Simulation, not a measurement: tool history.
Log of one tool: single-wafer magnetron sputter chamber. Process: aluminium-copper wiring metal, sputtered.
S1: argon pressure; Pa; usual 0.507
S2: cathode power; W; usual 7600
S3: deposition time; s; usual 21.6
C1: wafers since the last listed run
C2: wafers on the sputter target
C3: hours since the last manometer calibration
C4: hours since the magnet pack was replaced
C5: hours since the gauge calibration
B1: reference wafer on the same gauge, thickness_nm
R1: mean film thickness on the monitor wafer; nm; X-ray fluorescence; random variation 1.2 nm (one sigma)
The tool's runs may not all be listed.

{"run": 1, "hour": 0.0, "S1": 0.507, "S2": 8250, "S3": 21.6, "C1": 0, "C2": 2213, "C3": 2247.9, "C4": 6254, "C5": 39.1, "B1": 223.773, "R1": 275.882}
{"run": 2, "hour": 29.9, "S1": 0.507, "S2": 8250, "S3": 21.6, "C1": 540, "C2": 2753, "C3": 2277.8, "C4": 6283.9, "C5": 69, "B1": 223.994, "R1": 275.047}
{"run": 3, "hour": 63.3, "S1": 0.507, "S2": 8250, "S3": 21.6, "C1": 603, "C2": 3357, "C3": 2311.2, "C4": 6317.3, "C5": 102.4, "B1": 224.048, "R1": 273.827}
{"run": 4, "hour": 91.0, "S1": 0.507, "S2": 7600, "S3": 21.6, "C1": 500, "C2": 3858, "C3": 2338.9, "C4": 6345, "C5": 130.1, "B1": 224.222, "R1": 263.307}
{"run": 5, "hour": 116.5, "S1": 0.507, "S2": 7600, "S3": 21.6, "C1": 461, "C2": 4319, "C3": 2364.4, "C4": 6370.5, "C5": 155.6, "B1": 223.988, "R1": 262.37}
{"run": 6, "hour": 148.7, "S1": 0.507, "S2": 7100, "S3": 23.7, "C1": 582, "C2": 4901, "C3": 2396.6, "C4": 6402.7, "C5": 187.8, "B1": 223.683, "R1": 273.495}
{"run": 7, "hour": 177.7, "S1": 0.507, "S2": 7100, "S3": 23.7, "C1": 524, "C2": 5425, "C3": 2425.6, "C4": 6431.7, "C5": 216.8, "B1": 224.313, "R1": 274.101}
{"run": 8, "hour": 204.0, "S1": 0.507, "S2": 7100, "S3": 23.7, "C1": 475, "C2": 5901, "C3": 2451.9, "C4": 6458, "C5": 243.1, "B1": 223.921, "R1": 271.98}
{"run": 9, "hour": 228.4, "S1": 0.507, "S2": 7600, "S3": 21.6, "C1": 441, "C2": 6342, "C3": 2476.3, "C4": 6482.4, "C5": 267.5, "B1": 224.011, "R1": 257.615}
{"run": 10, "hour": 260.8, "S1": 0.43, "S2": 8750, "S3": 21.6, "C1": 585, "C2": 6928, "C3": 2508.7, "C4": 6514.8, "C5": 299.9, "B1": 224.104, "R1": 290.667}
{"run": 11, "hour": 279.0, "S1": 0.707, "S2": 9300, "S3": 18, "C1": 329, "C2": 7257, "C3": 2526.9, "C4": 6533, "C5": 318.1, "B1": 224.015, "R1": 212.816}
{"run": 12, "hour": 296.1, "S1": 0.346, "S2": 7600, "S3": 19.1, "C1": 309, "C2": 7566, "C3": 2544, "C4": 6550.1, "C5": 335.2, "B1": 224.153, "R1": 247.623}
{"hour": 314.1, "done": "sputter target and shields replaced"}
{"hour": 314.7, "done": "magnet pack replaced"}
{"run": 13, "hour": 325.7, "S1": 0.707, "S2": 9300, "S3": 18, "C1": 379, "C2": 198, "C3": 2573.6, "C4": 11, "C5": 364.8, "B1": 223.805, "R1": 208.792}
{"run": 14, "hour": 360.4, "S1": 0.507, "S2": 9450, "S3": 19.3, "C1": 627, "C2": 825, "C3": 2608.3, "C4": 45.7, "C5": 399.5, "B1": 223.976, "R1": 251.867}
{"hour": 375.2, "done": "gauge calibrated"}
{"run": 15, "hour": 376.5, "S1": 0.356, "S2": 7600, "S3": 21.6, "C1": 291, "C2": 1116, "C3": 2624.4, "C4": 61.8, "C5": 1.3, "B1": 223.802, "R1": 272.505}
{"hour": 396.2, "done": "capacitance manometer re-zeroed and calibrated"}
{"hour": 438.3, "done": "sputter target and shields replaced, repeated, since the last time left the tool worse"}
{"run": 16, "hour": 476.1, "S1": 0.507, "S2": 7600, "S3": 21.6, "C1": 1511, "C2": 684, "C3": 79.9, "C4": 161.4, "C5": 100.9, "B1": 223.962, "R1": 265.641}
{"run": 17, "hour": 511.9, "S1": 0.507, "S2": 7100, "S3": 23.7, "C1": 647, "C2": 1331, "C3": 115.7, "C4": 197.2, "C5": 136.7, "B1": 223.797, "R1": 282.091}
{"run": 18, "hour": 536.3, "S1": 0.507, "S2": 7600, "S3": 21.6, "C1": 441, "C2": 1772, "C3": 140.1, "C4": 221.6, "C5": 161.1, "B1": 223.98, "R1": 266.823}

Hidden state at the last listed run before each entry between runs and at the first one after, where it differs:
Between runs 12 and 13: sputter target and shields replaced (hour 314.1); magnet pack replaced (hour 314.7)
  deposition rate above that of a new target (%): -4.27 -> -6.92
  measured less the result without the state, R1: -11.033 -> -15.516 nm
Between runs 14 and 15: gauge calibrated (hour 375.2)
  deposition rate above that of a new target (%): -6.96 -> -7
  measured less the result without the state, R1: -18.841 -> -20.502 nm
Between runs 15 and 16: capacitance manometer re-zeroed and calibrated (hour 396.2); sputter target and shields replaced, repeated, since the last time left the tool worse (hour 438.3)
  deposition rate above that of a new target (%): -7 -> -0.095
  measured less the result without the state, R1: -20.502 -> -0.252 nm
